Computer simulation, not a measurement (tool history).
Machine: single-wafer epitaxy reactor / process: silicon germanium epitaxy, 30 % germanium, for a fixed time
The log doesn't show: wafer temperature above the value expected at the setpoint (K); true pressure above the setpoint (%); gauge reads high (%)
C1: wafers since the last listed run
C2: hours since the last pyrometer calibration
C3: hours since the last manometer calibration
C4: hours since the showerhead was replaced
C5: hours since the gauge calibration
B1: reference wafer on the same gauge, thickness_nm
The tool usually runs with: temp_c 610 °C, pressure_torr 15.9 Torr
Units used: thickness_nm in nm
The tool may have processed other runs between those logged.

Run 1, hour 0.0: usual settings but pressure_torr 18.8 Torr; C1 0; C2 651.0; C3 1971.7; C4 7466.4; C5 438.4; B1 49.263. Result: thickness_nm 64.863 nm.
Run 2, hour 70.7: usual settings but pressure_torr 18.8 Torr; C1 1109; C2 721.7; C3 2042.4; C4 7537.1; C5 509.1; B1 49.315. Result: thickness_nm 63.711 nm.
Run 3, hour 119.7: usual settings; C1 769; C2 770.7; C3 2091.4; C4 7586.1; C5 558.1; B1 49.266. Result: thickness_nm 60.116 nm.
Run 4, hour 153.4: usual settings; C1 529; C2 804.4; C3 2125.1; C4 7619.8; C5 591.8; B1 49.266. Result: thickness_nm 60.600 nm.
Run 5, hour 207.0: usual settings; C1 841; C2 858.0; C3 2178.7; C4 7673.4; C5 645.4; B1 49.295. Result: thickness_nm 60.122 nm.
Run 6, hour 259.3: usual settings; C1 821; C2 910.3; C3 2231.0; C4 7725.7; C5 697.7; B1 49.318. Result: thickness_nm 60.227 nm.
Run 7, hour 321.5: usual settings; C1 976; C2 972.5; C3 2293.2; C4 7787.9; C5 759.9; B1 49.275. Result: thickness_nm 60.267 nm.
Run 8, hour 351.4: usual settings; C1 469; C2 1002.4; C3 2323.1; C4 7817.8; C5 789.8; B1 49.358. Result: thickness_nm 60.490 nm.
Run 9, hour 546.4: usual settings but temp_c 618 °C; C1 3061; C2 1197.4; C3 2518.1; C4 8012.8; C5 984.8; B1 49.304. Result: thickness_nm 70.771 nm.
Run 10, hour 582.6: usual settings but temp_c 618 °C; C1 568; C2 1233.6; C3 2554.3; C4 8049.0; C5 1021.0; B1 49.279. Result: thickness_nm 71.339 nm.
At hour 636.2: gauge calibrated.
Run 11, hour 646.0: usual settings but temp_c 618 °C; C1 995; C2 1297.0; C3 2617.7; C4 8112.4; C5 9.8; B1 49.306. Result: thickness_nm 70.896 nm.
Run 12, hour 705.4: usual settings; C1 932; C2 1356.4; C3 2677.1; C4 8171.8; C5 69.2; B1 49.300. Result: thickness_nm 60.341 nm.
Run 13, hour 732.2: usual settings; C1 420; C2 1383.2; C3 2703.9; C4 8198.6; C5 96.0; B1 49.302. Result: thickness_nm 60.648 nm.
Run 14, hour 776.3: usual settings but temp_c 616 °C; C1 692; C2 1427.3; C3 2748.0; C4 8242.7; C5 140.1; B1 49.316. Result: thickness_nm 67.967 nm.

The next listed run, before its measurement:
Run 15, hour 818.3: usual settings but temp_c 601 °C, pressure_torr 18.8 Torr; C1 659; C2 1469.3; C3 2790.0; C4 8284.7; C5 182.1; B1 ?. Result: thickness_nm ?.

Run 15 measured B1 49.299, thickness_nm 53.073 nm.
Without the tool's hidden state the same run would have given thickness_nm 53.073 nm.
